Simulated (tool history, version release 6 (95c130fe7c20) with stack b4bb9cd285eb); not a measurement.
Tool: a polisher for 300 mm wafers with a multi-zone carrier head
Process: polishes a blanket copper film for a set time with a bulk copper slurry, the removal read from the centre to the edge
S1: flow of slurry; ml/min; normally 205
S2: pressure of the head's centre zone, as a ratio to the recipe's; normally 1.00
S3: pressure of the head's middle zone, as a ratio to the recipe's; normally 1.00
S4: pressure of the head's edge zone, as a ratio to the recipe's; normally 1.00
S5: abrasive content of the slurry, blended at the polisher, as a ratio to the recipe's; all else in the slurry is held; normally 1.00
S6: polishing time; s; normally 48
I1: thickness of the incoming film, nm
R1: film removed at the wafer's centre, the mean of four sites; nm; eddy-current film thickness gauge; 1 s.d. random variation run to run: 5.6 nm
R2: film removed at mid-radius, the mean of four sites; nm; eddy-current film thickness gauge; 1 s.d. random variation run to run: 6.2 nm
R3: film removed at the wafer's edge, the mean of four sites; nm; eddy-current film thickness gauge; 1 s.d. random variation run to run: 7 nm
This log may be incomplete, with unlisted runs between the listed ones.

run	hour	S1	S2	S3	S4	S5	S6	I1	R1	R2	R3
1	0.0	205	1.00	1.00	1.00	1.00	60	2337.5	590.6	585.4	568.8
2	9.3	205	1.00	1.00	1.00	1.00	48	2344.4	475.6	472.5	470.0
# hour 13.1: edge zone pressure recalibrated
# hour 19.8: slurry nozzle cleaned
3	22.1	205	1.10	1.00	1.00	0.80	48	2301.6	479.0	462.4	453.7
4	39.0	205	1.00	1.00	1.00	1.00	48	2291.1	461.0	468.2	463.1
5	49.3	260	0.97	1.04	1.00	1.00	48	2329.4	473.5	492.1	485.6
6	65.8	205	1.07	1.00	1.00	1.00	48	2308.6	488.8	466.6	458.8
7	75.3	255	1.04	1.04	1.00	1.00	48	2333.4	492.0	483.8	471.8
8	90.9	205	1.00	1.00	1.00	1.00	48	2312.9	472.7	462.9	459.1
9	108.5	205	1.00	0.93	0.90	0.75	48	2357.6	445.6	426.7	420.8
10	123.8	205	1.00	1.00	1.00	1.00	48	2310.9	471.8	459.0	484.4
# hour 131.8: worn pad replaced by a new one
11	135.5	205	1.00	1.00	1.00	1.00	48	2301.4	473.0	478.2	458.2
# hour 153.3: centre zone pressure recalibrated
12	153.8	205	1.00	1.00	1.00	1.00	48	2293.7	466.0	475.6	468.0
13	166.4	205	0.92	1.00	1.00	1.25	48	2313.3	461.9	484.1	478.8
14	174.4	205	1.00	1.00	1.00	1.00	48	2289.3	481.0	473.2	465.9
15	191.3	250	1.00	1.08	0.94	1.00	37	2343.1	372.9	381.3	354.5
16	202.4	205	1.00	1.12	1.00	1.00	34	2335.3	331.5	360.7	337.6
17	210.1	205	1.00	1.00	1.00	1.00	35	2366.9	345.4	339.9	339.3
18	220.9	175	1.00	1.06	0.97	1.00	41	2354.9	394.3	412.2	393.5
19	227.9	205	1.00	1.00	0.91	1.10	48	2325.3	478.9	467.0	449.5
20	241.3	205	0.92	1.00	1.00	1.25	48	2310.6	470.6	487.0	481.5
# hour 265.4: worn pad replaced by a new one
21	265.9	205	1.11	1.00	1.00	1.00	48	2320.4	502.6	467.4	470.3
22	276.6	145	1.09	1.00	1.00	1.00	48	2295.8	480.6	454.3	450.7

The tool's hidden state at each run:
removal rate lost through wear of the pad, %: 0, the same for each run
slurry flow missing at the pad, %: 0, the same for each run
deviation of the centre zone's pressure from its setpoint, %: 0, the same for each run
deviation of the edge zone's pressure from its setpoint, %: 0, the same for each run

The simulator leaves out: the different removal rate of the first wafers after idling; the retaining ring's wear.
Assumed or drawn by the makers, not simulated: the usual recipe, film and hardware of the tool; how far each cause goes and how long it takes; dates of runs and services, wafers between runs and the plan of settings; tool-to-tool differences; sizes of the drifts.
